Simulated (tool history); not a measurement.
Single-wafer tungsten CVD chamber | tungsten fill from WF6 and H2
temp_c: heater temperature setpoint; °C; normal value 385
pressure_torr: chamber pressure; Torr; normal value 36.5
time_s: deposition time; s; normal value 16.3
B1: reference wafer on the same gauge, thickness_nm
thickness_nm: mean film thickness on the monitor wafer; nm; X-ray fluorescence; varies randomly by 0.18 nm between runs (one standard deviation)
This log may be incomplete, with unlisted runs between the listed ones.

Run 1, hour 0: usual settings; B1 32.591. Result: thickness_nm 39.355 nm.
Run 2, hour 34.3: usual settings; B1 32.523. Result: thickness_nm 39.368 nm.
Run 3, hour 69.2: usual settings; B1 32.426. Result: thickness_nm 39.047 nm.
Run 4, hour 97.3: usual settings; B1 32.366. Result: thickness_nm 39.099 nm.
Run 5, hour 129.7: usual settings; B1 32.381. Result: thickness_nm 38.847 nm.
Run 6, hour 190.5: usual settings; B1 32.344. Result: thickness_nm 38.938 nm.
Run 7, hour 242.5: usual settings; B1 32.317. Result: thickness_nm 38.742 nm.
Run 8, hour 311.1: usual settings; B1 32.159. Result: thickness_nm 38.796 nm.
Run 9, hour 365.3: usual settings; B1 32.218. Result: thickness_nm 38.789 nm.
Run 10, hour 402.2: usual settings but time_s 14.2 s; B1 32.095. Result: thickness_nm 33.55 nm.
Run 11, hour 454.6: usual settings but pressure_torr 41.5 Torr, time_s 17.1 s; B1 32.083. Result: thickness_nm 42.306 nm.
Run 12, hour 510.7: usual settings; B1 32.072. Result: thickness_nm 38.67 nm.
Run 13, hour 551: usual settings but temp_c 398 °C, pressure_torr 40.3 Torr, time_s 18.9 s; B1 32.007. Result: thickness_nm 59.842 nm.
Run 14, hour 634.2: usual settings but time_s 17.7 s; B1 31.993. Result: thickness_nm 42.154 nm.
Run 15, hour 672.9: usual settings but pressure_torr 30.1 Torr; B1 31.978. Result: thickness_nm 36.477 nm.
At hour 713.7: gauge calibrated.
Run 16, hour 717.2: usual settings but pressure_torr 28.4 Torr, time_s 17.5 s; B1 33.163. Result: thickness_nm 39.591 nm.
At hour 762.3: showerhead replaced.
At hour 769.6: thermocouple changed; heater temperature recalibrated.
Run 17, hour 786.2: usual settings but temp_c 395 °C; B1 32.973. Result: thickness_nm 48.062 nm.
Run 18, hour 813.1: usual settings but temp_c 370 °C, pressure_torr 42.1 Torr, time_s 15.4 s; B1 32.788. Result: thickness_nm 28.638 nm.
Run 19, hour 861.5: usual settings; B1 32.698. Result: thickness_nm 39.507 nm.
At hour 873: capacitance manometer re-zeroed and calibrated.
Run 20, hour 896.6: usual settings but temp_c 380 °C, time_s 19.5 s; B1 32.634. Result: thickness_nm 42.424 nm.
Run 21, hour 945.8: usual settings; B1 32.495. Result: thickness_nm 39.131 nm.
Run 22, hour 972.6: usual settings but temp_c 373 °C, pressure_torr 42.2 Torr, time_s 14.8 s; B1 32.411. Result: thickness_nm 28.95 nm.
Run 23, hour 1015.1: usual settings but time_s 18 s; B1 32.389. Result: thickness_nm 43.143 nm.
Run 24, hour 1070.3: usual settings but temp_c 399 °C, pressure_torr 41.7 Torr, time_s 14.6 s; B1 32.297. Result: thickness_nm 47.619 nm.
Run 25, hour 1129.2: usual settings but temp_c 390 °C, time_s 17.5 s; B1 32.207. Result: thickness_nm 46.099 nm.

Each row is a separate what-if for the run after 25, all from the same tool condition, not one after another. Results?
Run A, hour 1129.6: usual settings; B1 ?. Result: thickness_nm ?.
Run B, hour 1129.6: usual settings but temp_c 377 °C, time_s 13 s; B1 ?. Result: thickness_nm ?.
Run C, hour 1129.6: usual settings but temp_c 377 °C, time_s 17.6 s; B1 ?. Result: thickness_nm ?.
Run D, hour 1129.6: usual settings but temp_c 377 °C, pressure_torr 44 Torr, time_s 18.9 s; B1 ?. Result: thickness_nm ?.

run      B1  thickness_nm
  A  32.203        38.699
  B  32.203        26.153
  C  32.203        35.454
  D  32.203        40.519
With no hidden state in the tool, these same runs would have given:
run  thickness_nm
  A        39.769
  B        26.877
  C        36.435
  D        41.641
